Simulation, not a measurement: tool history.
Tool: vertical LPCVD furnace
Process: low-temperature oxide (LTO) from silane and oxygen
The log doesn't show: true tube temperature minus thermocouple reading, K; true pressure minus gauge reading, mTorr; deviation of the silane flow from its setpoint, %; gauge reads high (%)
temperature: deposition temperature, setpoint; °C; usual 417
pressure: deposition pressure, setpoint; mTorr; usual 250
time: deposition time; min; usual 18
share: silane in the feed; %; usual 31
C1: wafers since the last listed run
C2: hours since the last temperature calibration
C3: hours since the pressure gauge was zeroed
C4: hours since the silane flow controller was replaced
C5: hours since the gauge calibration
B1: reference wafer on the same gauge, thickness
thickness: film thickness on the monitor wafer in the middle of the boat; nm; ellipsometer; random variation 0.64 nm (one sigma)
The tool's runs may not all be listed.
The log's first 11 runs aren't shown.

{"run": 12, "hour": 148.0, "temperature": 417, "pressure": 250, "time": 18, "share": 31, "C1": 37, "C2": 2582.6, "C3": 76.3, "C4": 9.3, "C5": 21.5, "B1": 156.31, "thickness": 168.86}
{"run": 13, "hour": 166.1, "temperature": 417, "pressure": 250, "time": 18, "share": 31, "C1": 154, "C2": 2600.7, "C3": 94.4, "C4": 27.4, "C5": 39.6, "B1": 156.16, "thickness": 170.21}
{"run": 14, "hour": 172.9, "temperature": 417, "pressure": 290, "time": 14.5, "share": 31, "C1": 57, "C2": 2607.5, "C3": 101.2, "C4": 34.2, "C5": 46.4, "B1": 155.89, "thickness": 158.57}
{"run": 15, "hour": 190.8, "temperature": 423, "pressure": 215, "time": 23, "share": 36, "C1": 152, "C2": 2625.4, "C3": 119.1, "C4": 52.1, "C5": 64.3, "B1": 156.08, "thickness": 243.83}
{"run": 16, "hour": 208.3, "temperature": 417, "pressure": 235, "time": 18, "share": 26, "C1": 149, "C2": 2642.9, "C3": 136.6, "C4": 69.6, "C5": 81.8, "B1": 155.94, "thickness": 124.66}
{"run": 17, "hour": 223.3, "temperature": 413, "pressure": 285, "time": 11.5, "share": 31, "C1": 127, "C2": 2657.9, "C3": 151.6, "C4": 84.6, "C5": 96.8, "B1": 155.98, "thickness": 119.16}
{"hour": 253.8, "done": "thermocouples replaced and temperature profile calibrated"}
{"run": 18, "hour": 254.3, "temperature": 411, "pressure": 295, "time": 18, "share": 31, "C1": 59, "C2": 0.5, "C3": 182.6, "C4": 115.6, "C5": 127.8, "B1": 155.97, "thickness": 187.83}
{"run": 19, "hour": 258.7, "temperature": 411, "pressure": 265, "time": 18, "share": 31, "C1": 37, "C2": 4.9, "C3": 187, "C4": 120, "C5": 132.2, "B1": 156.19, "thickness": 168.94}
{"run": 20, "hour": 263.2, "temperature": 424, "pressure": 250, "time": 18, "share": 37, "C1": 38, "C2": 9.4, "C3": 191.5, "C4": 124.5, "C5": 136.7, "B1": 156.07, "thickness": 230.49}
{"run": 21, "hour": 267.6, "temperature": 425, "pressure": 250, "time": 20.5, "share": 31, "C1": 37, "C2": 13.8, "C3": 195.9, "C4": 128.9, "C5": 141.1, "B1": 156.13, "thickness": 211.54}
{"run": 22, "hour": 272.0, "temperature": 417, "pressure": 270, "time": 18, "share": 28, "C1": 37, "C2": 18.2, "C3": 200.3, "C4": 133.3, "C5": 145.5, "B1": 155.92, "thickness": 159.81}
{"run": 23, "hour": 315.3, "temperature": 422, "pressure": 310, "time": 11.5, "share": 36, "C1": 368, "C2": 61.5, "C3": 243.6, "C4": 176.6, "C5": 188.8, "B1": 156.05, "thickness": 172.65}
{"run": 24, "hour": 327.7, "temperature": 425, "pressure": 250, "time": 14, "share": 29, "C1": 105, "C2": 73.9, "C3": 256, "C4": 189, "C5": 201.2, "B1": 155.96, "thickness": 131.62}
{"run": 25, "hour": 334.6, "temperature": 417, "pressure": 250, "time": 18, "share": 26, "C1": 58, "C2": 80.8, "C3": 262.9, "C4": 195.9, "C5": 208.1, "B1": 156.06, "thickness": 132.4}

Run 26 comes next. What will it give?
{"run": 26, "hour": 347.3, "temperature": 417, "pressure": 250, "time": 18, "share": 31, "C1": 108, "C2": 93.5, "C3": 275.6, "C4": 208.6, "C5": 220.8, "B1": "?", "thickness": "?"}

Run 26 gave B1 155.99, thickness 170.65 nm.
Without the tool's hidden state the same run would have given thickness 170.65 nm.
